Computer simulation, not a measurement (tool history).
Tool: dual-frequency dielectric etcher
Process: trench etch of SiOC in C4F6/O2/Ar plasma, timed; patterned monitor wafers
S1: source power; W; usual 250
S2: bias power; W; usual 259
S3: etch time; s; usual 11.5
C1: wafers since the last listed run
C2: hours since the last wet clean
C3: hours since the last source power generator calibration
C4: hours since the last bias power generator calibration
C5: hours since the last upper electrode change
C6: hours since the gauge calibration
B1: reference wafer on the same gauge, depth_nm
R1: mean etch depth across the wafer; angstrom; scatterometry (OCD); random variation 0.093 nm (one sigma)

run,hour,S1,S2,S3,C1,C2,C3,C4,C5,C6,B1,R1
1,0,270,259,11.5,0,254.2,2058.1,2677.8,2730.8,221.7,25.3,216.1
2,13.4,270,259,11.5,268,267.6,2071.5,2691.2,2744.2,235.1,25.25,215.9
3,21.5,250,259,11.5,162,275.7,2079.6,2699.3,2752.3,243.2,25.27,207.7
4,34.3,250,259,11.5,256,288.5,2092.4,2712.1,2765.1,256,25.34,209
5,50.8,250,259,11.5,330,305,2108.9,2728.6,2781.6,272.5,25.31,208.5
6,61.5,250,259,11.5,214,315.7,2119.6,2739.3,2792.3,283.2,25.34,208
7,78.7,250,259,11.5,344,332.9,2136.8,2756.5,2809.5,300.4,25.28,207.4
8,86,210,259,11.5,146,340.2,2144.1,2763.8,2816.8,307.7,25.3,189.1
9,100.8,250,259,11.5,296,355,2158.9,2778.6,2831.6,322.5,25.32,206.3
# hour 104.6: gauge calibrated
10,113.4,250,259,11.5,252,367.6,2171.5,2791.2,2844.2,8.8,25.31,208.1
11,124.1,290,207,11.5,214,378.3,2182.2,2801.9,2854.9,19.5,25.31,195.9
12,139,250,239,11.5,298,393.2,2197.1,2816.8,2869.8,34.4,25.35,196.8
13,147.8,250,259,11.5,176,402,2205.9,2825.6,2878.6,43.2,25.32,207.8
# hour 177.6: upper electrode replaced, of another model than before
14,178.1,250,259,11.5,126,432.3,2236.2,2855.9,0.5,73.5,25.27,205.5
15,178.5,250,259,11.5,8,432.7,2236.6,2856.3,0.9,73.9,25.3,204.8
# hour 190.9: source power generator calibrated
16,191.4,250,220,11.5,178,445.6,0.5,2869.2,13.8,86.8,25.29,193.3
17,205,250,259,11.5,272,459.2,14.1,2882.8,27.4,100.4,25.28,205.3
18,212.9,270,259,11.5,158,467.1,22,2890.7,35.3,108.3,25.27,217
# hour 229.2: bias power generator calibrated
19,229.7,220,203,12.5,256,483.9,38.8,0.5,52.1,125.1,25.3,184.3
20,240.5,280,207,14,216,494.7,49.6,11.3,62.9,135.9,25.3,249.3
# hour 266.7: wet clean of the chamber
21,267.2,250,291,11.5,54,0.5,76.3,38,89.6,162.6,25.3,222.4
22,267.5,190,259,12.5,6,0.8,76.6,38.3,89.9,162.9,25.28,181.1
23,267.8,300,301,9,6,1.1,76.9,38.6,90.2,163.2,25.27,197.5
24,274.6,250,259,11.5,136,7.9,83.7,45.4,97,170,25.25,212.9
25,280.8,250,259,14,124,14.1,89.9,51.6,103.2,176.2,25.29,255.6
26,324.2,250,259,12.5,868,57.5,133.3,95,146.6,219.6,25.33,226.9
27,334.4,230,318,13.5,204,67.7,143.5,105.2,156.8,229.8,25.26,252

How the hidden state differs across the entries between the runs, from the last listed run before each to the first after it:
Between runs 9 and 10: gauge calibrated (hour 104.6)
  etch rate over this chamber's usual, %: -2.17 -> -2.25
  measured less the result without the state, R1: -4.6 -> -4.8 angstrom
Between runs 13 and 14: upper electrode replaced, of another model than before (hour 177.6)
  etch rate over this chamber's usual, %: -2.47 -> -2.67
  measured less the result without the state, R1: -5.3 -> -5.6 angstrom
Between runs 15 and 16: source power generator calibrated (hour 190.9)
  etch rate over this chamber's usual, %: -2.67 -> -2.75
  measured less the result without the state, R1: -5.6 -> -5.4 angstrom
Between runs 18 and 19: bias power generator calibrated (hour 229.2)
  etch rate over this chamber's usual, %: -2.89 -> -3
  measured less the result without the state, R1: -6.5 -> -5.7 angstrom
Between runs 20 and 21: wet clean of the chamber (hour 266.7)
  etch rate over this chamber's usual, %: -3.07 -> 0.013
  measured less the result without the state, R1: -7.9 -> +0 angstrom
